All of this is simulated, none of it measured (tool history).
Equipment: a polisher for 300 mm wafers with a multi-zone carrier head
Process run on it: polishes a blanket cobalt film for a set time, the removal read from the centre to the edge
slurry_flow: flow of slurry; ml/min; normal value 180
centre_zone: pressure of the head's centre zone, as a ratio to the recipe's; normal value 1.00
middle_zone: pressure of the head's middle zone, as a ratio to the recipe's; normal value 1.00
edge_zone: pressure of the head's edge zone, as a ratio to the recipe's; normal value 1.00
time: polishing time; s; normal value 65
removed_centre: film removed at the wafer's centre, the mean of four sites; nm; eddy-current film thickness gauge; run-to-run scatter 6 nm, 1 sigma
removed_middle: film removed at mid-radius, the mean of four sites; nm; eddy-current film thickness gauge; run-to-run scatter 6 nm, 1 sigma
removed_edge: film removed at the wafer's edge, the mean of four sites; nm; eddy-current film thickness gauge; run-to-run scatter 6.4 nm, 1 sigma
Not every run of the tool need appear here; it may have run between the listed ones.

run,hour,slurry_flow,centre_zone,middle_zone,edge_zone,time,"incoming thickness of the incoming film, nm",removed_centre,removed_middle,removed_edge
1,0.0,180,1.00,0.94,1.00,65,1116.4,417.4,410.1,417.3
2,51.8,180,1.00,0.94,1.00,65,1111.1,397.6,396.0,415.0
3,82.1,180,0.91,1.00,0.94,65,1105.1,349.5,407.1,394.6
4,131.7,180,1.00,1.00,1.00,65,1119.7,421.1,435.0,439.0
5,201.6,230,1.00,1.00,1.00,65,1104.2,429.7,442.5,434.1
6,245.5,230,1.00,1.00,1.00,65,1119.6,424.5,433.1,428.4
7,290.9,230,1.00,1.00,1.00,65,1099.3,416.3,422.1,409.2
8,341.2,180,1.00,1.00,1.00,65,1126.5,433.7,440.4,438.5
9,373.4,180,1.00,0.95,1.00,65,1128.6,423.4,425.0,441.6
10,402.6,145,1.00,0.93,1.00,71,1108.6,444.2,435.4,453.1
11,450.1,135,1.00,0.89,1.00,81,1101.1,476.4,454.0,503.2
12,506.4,180,1.00,1.00,1.00,43,1108.1,266.4,269.1,265.8
13,550.4,115,1.08,0.90,1.05,65,1106.0,381.3,336.0,379.1
14,610.5,180,1.00,1.00,1.00,65,1108.3,421.5,430.7,438.7
15,681.2,180,1.00,1.00,1.00,65,1099.5,410.6,418.2,424.2
16,708.2,180,1.12,0.93,1.00,48,1111.0,325.8,288.3,313.7
17,755.2,180,1.00,1.00,1.00,65,1093.4,385.8,401.6,408.2
18,808.2,120,1.00,0.91,1.04,65,1108.4,389.2,377.1,431.4
19,875.3,180,1.09,0.94,1.12,65,1126.9,461.4,405.0,445.6
20,940.2,160,1.00,0.96,1.00,65,1115.6,398.6,394.3,411.4
21,994.5,180,1.00,1.00,1.00,65,1123.4,389.6,400.7,386.9

The log once held 8 entries between its listed runs, left out of this copy. Where does each go, and what is different about the tool's unlogged condition between the listed run before it and the listed run after it?
In the gap between runs 3 and 4: worn pad replaced by a new one (hour 119.4)
  removal rate lost through wear of the pad, %: 8.88 -> 2.54
  difference, measured minus the result without the unlogged condition, removed_centre: -34.0 -> -11.0 nm; removed_middle: -39.7 -> -11.4 nm; removed_edge: -38.4 -> -11.5 nm
In the gap between runs 4 and 5: centre zone pressure recalibrated (hour 201.0)
  removal rate lost through wear of the pad, %: 2.54 -> 3.91
  difference, measured minus the result without the unlogged condition, removed_centre: -11.0 -> -17.5 nm; removed_middle: -11.4 -> -18.0 nm; removed_edge: -11.5 -> -17.7 nm
In the gap between runs 7 and 8: worn pad replaced by a new one (hour 337.2)
  removal rate lost through wear of the pad, %: 8.6 -> 0.646
  difference, measured minus the result without the unlogged condition, removed_centre: -39.2 -> -2.8 nm; removed_middle: -39.7 -> -2.9 nm; removed_edge: -38.5 -> -2.8 nm
In the gap between runs 10 and 11: slurry nozzle cleaned (hour 416.5)
  removal rate lost through wear of the pad, %: 1.53 -> 3.28
  difference, measured minus the result without the unlogged condition, removed_centre: -6.9 -> -16.2 nm; removed_middle: -6.7 -> -15.4 nm; removed_edge: -7.1 -> -17.0 nm
In the gap between runs 11 and 12: edge zone pressure recalibrated (hour 460.8)
  removal rate lost through wear of the pad, %: 3.28 -> 6.56
  difference, measured minus the result without the unlogged condition, removed_centre: -16.2 -> -18.8 nm; removed_middle: -15.4 -> -18.9 nm; removed_edge: -17.0 -> -18.7 nm
In the gap between runs 13 and 14: worn pad replaced by a new one (hour 560.0)
  removal rate lost through wear of the pad, %: 10 -> 1.83
  difference, measured minus the result without the unlogged condition, removed_centre: -42.6 -> -7.9 nm; removed_middle: -37.5 -> -8.1 nm; removed_edge: -42.4 -> -8.2 nm
In the gap between runs 14 and 15: carrier head's membrane replaced by a new one (hour 658.6)
  removal rate lost through wear of the pad, %: 1.83 -> 4.34
  difference, measured minus the result without the unlogged condition, removed_centre: -7.9 -> -18.7 nm; removed_middle: -8.1 -> -19.0 nm; removed_edge: -8.2 -> -19.2 nm
In the gap between runs 17 and 18: worn pad replaced by a new one (hour 776.3)
  removal rate lost through wear of the pad, %: 9.19 -> 0.658
  difference, measured minus the result without the unlogged condition, removed_centre: -39.0 -> -2.5 nm; removed_middle: -40.6 -> -2.5 nm; removed_edge: -41.3 -> -2.9 nm
